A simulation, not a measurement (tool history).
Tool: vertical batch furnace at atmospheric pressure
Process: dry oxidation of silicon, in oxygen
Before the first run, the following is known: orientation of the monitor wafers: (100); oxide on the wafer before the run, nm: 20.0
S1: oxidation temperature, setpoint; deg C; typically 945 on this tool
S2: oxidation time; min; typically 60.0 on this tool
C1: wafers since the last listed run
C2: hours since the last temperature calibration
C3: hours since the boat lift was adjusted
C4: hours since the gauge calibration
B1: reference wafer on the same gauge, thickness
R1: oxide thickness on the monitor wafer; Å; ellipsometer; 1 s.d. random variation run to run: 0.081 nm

run 1 day=0.000 | S1=945 S2=60.0 | C1=0 C2=3809.2 C3=2214.0 C4=154.5 | B1=33.61 | R1=396.8
run 2 day=0.554 | S1=945 S2=60.0 | C1=114 C2=3822.5 C3=2227.3 C4=167.8 | B1=33.58 | R1=397.8
run 3 day=1.738 | S1=945 S2=60.0 | C1=243 C2=3850.9 C3=2255.7 C4=196.2 | B1=33.62 | R1=397.0
run 4 day=2.904 | S1=945 S2=60.0 | C1=240 C2=3878.9 C3=2283.7 C4=224.2 | B1=33.60 | R1=398.5
run 5 day=4.225 | S1=945 S2=60.0 | C1=271 C2=3910.6 C3=2315.4 C4=255.9 | B1=33.59 | R1=398.9
run 6 day=4.950 | S1=945 S2=60.0 | C1=149 C2=3928.0 C3=2332.8 C4=273.3 | B1=33.63 | R1=398.7
run 7 day=5.833 | S1=945 S2=60.0 | C1=181 C2=3949.2 C3=2354.0 C4=294.5 | B1=33.61 | R1=398.6
run 8 day=6.525 | S1=945 S2=60.0 | C1=142 C2=3965.8 C3=2370.6 C4=311.1 | B1=33.60 | R1=399.8
run 9 day=7.171 | S1=945 S2=60.0 | C1=132 C2=3981.3 C3=2386.1 C4=326.6 | B1=33.64 | R1=399.8
run 10 day=8.042 | S1=945 S2=60.0 | C1=179 C2=4002.2 C3=2407.0 C4=347.5 | B1=33.62 | R1=398.0
run 11 day=9.288 | S1=945 S2=60.0 | C1=256 C2=4032.1 C3=2436.9 C4=377.4 | B1=33.58 | R1=398.4
run 12 day=10.246 | S1=935 S2=60.0 | C1=197 C2=4055.1 C3=2459.9 C4=400.4 | B1=33.58 | R1=375.0
run 13 day=10.938 | S1=931 S2=60.0 | C1=142 C2=4071.7 C3=2476.5 C4=417.0 | B1=33.58 | R1=365.3
run 14 day=12.158 | S1=931 S2=60.0 | C1=251 C2=4101.0 C3=2505.8 C4=446.3 | B1=33.62 | R1=365.2
run 15 day=14.042 | S1=931 S2=60.0 | C1=387 C2=4146.2 C3=2551.0 C4=491.5 | B1=33.59 | R1=367.4
run 16 day=14.733 | S1=945 S2=60.0 | C1=142 C2=4162.8 C3=2567.6 C4=508.1 | B1=33.61 | R1=401.0
run 17 day=16.083 | S1=959 S2=30.5 | C1=277 C2=4195.2 C3=2600.0 C4=540.5 | B1=33.60 | R1=324.4
-- day=18.429 thermocouples replaced and temperature profile calibrated
run 18 day=19.858 | S1=924 S2=89.0 | C1=571 C2=34.3 C3=2690.6 C4=631.1 | B1=33.58 | R1=402.9
run 19 day=20.650 | S1=945 S2=60.0 | C1=162 C2=53.3 C3=2709.6 C4=650.1 | B1=33.60 | R1=384.9
-- day=21.446 gauge calibrated
run 20 day=21.612 | S1=945 S2=60.0 | C1=198 C2=76.4 C3=2732.7 C4=4.0 | B1=33.59 | R1=386.3
run 21 day=22.388 | S1=945 S2=60.0 | C1=159 C2=95.0 C3=2751.3 C4=22.6 | B1=33.59 | R1=386.6
run 22 day=23.196 | S1=945 S2=60.0 | C1=166 C2=114.4 C3=2770.7 C4=42.0 | B1=33.61 | R1=386.4
run 23 day=24.588 | S1=962 S2=81.5 | C1=286 C2=147.8 C3=2804.1 C4=75.4 | B1=33.60 | R1=499.8
-- day=25.883 boat lift adjusted
run 24 day=25.904 | S1=945 S2=60.0 | C1=65 C2=179.4 C3=0.5 C4=107.0 | B1=33.64 | R1=386.4
run 25 day=26.350 | S1=955 S2=60.0 | C1=91 C2=190.1 C3=11.2 C4=117.7 | B1=33.60 | R1=410.5
run 26 day=26.933 | S1=945 S2=60.0 | C1=120 C2=204.1 C3=25.2 C4=131.7 | B1=33.61 | R1=384.8
run 27 day=28.571 | S1=925 S2=43.0 | C1=337 C2=243.4 C3=64.5 C4=171.0 | B1=33.60 | R1=302.7
run 28 day=29.671 | S1=953 S2=43.5 | C1=226 C2=269.8 C3=90.9 C4=197.4 | B1=33.60 | R1=352.5
run 29 day=30.508 | S1=926 S2=68.5 | C1=172 C2=289.9 C3=111.0 C4=217.5 | B1=33.57 | R1=361.7
run 30 day=31.879 | S1=945 S2=60.0 | C1=282 C2=322.8 C3=143.9 C4=250.4 | B1=33.61 | R1=386.6
run 31 day=33.067 | S1=929 S2=87.0 | C1=244 C2=351.3 C3=172.4 C4=278.9 | B1=33.64 | R1=413.0
run 32 day=34.079 | S1=945 S2=60.0 | C1=208 C2=375.6 C3=196.7 C4=303.2 | B1=33.62 | R1=385.3
run 33 day=34.767 | S1=952 S2=48.5 | C1=141 C2=392.1 C3=213.2 C4=319.7 | B1=33.60 | R1=365.9
run 34 day=36.254 | S1=945 S2=81.5 | C1=306 C2=427.8 C3=248.9 C4=355.4 | B1=33.63 | R1=448.4
run 35 day=36.879 | S1=945 S2=60.0 | C1=128 C2=442.8 C3=263.9 C4=370.4 | B1=33.57 | R1=385.4
run 36 day=37.875 | S1=945 S2=60.0 | C1=204 C2=466.7 C3=287.8 C4=394.3 | B1=33.60 | R1=387.3
run 37 day=38.783 | S1=964 S2=60.0 | C1=186 C2=488.5 C3=309.6 C4=416.1 | B1=33.62 | R1=431.2
run 38 day=39.675 | S1=961 S2=30.5 | C1=183 C2=509.9 C3=331.0 C4=437.5 | B1=33.60 | R1=319.1
run 39 day=40.846 | S1=954 S2=52.0 | C1=240 C2=538.0 C3=359.1 C4=465.6 | B1=33.62 | R1=383.4
run 40 day=42.188 | S1=937 S2=84.0 | C1=276 C2=570.2 C3=391.3 C4=497.8 | B1=33.60 | R1=430.3

Alternative continuations, all from the tool just after run 40; predict every row:
run A day=42.412 | S1=945 S2=38.5 | C1=46 C2=575.6 C3=396.7 C4=503.2 | B1=? | R1=?
run B day=42.412 | S1=954 S2=60.0 | C1=46 C2=575.6 C3=396.7 C4=503.2 | B1=? | R1=?
run C day=42.412 | S1=965 S2=87.0 | C1=46 C2=575.6 C3=396.7 C4=503.2 | B1=? | R1=?

run=A B1=33.60 R1=321.6
run=B B1=33.60 R1=407.6
run=C B1=33.60 R1=526.6
The same runs, with their run-to-run variation unchanged, on a tool lacking any hidden condition would have given:
run=A R1=320.6
run=B R1=406.2
run=C R1=524.9
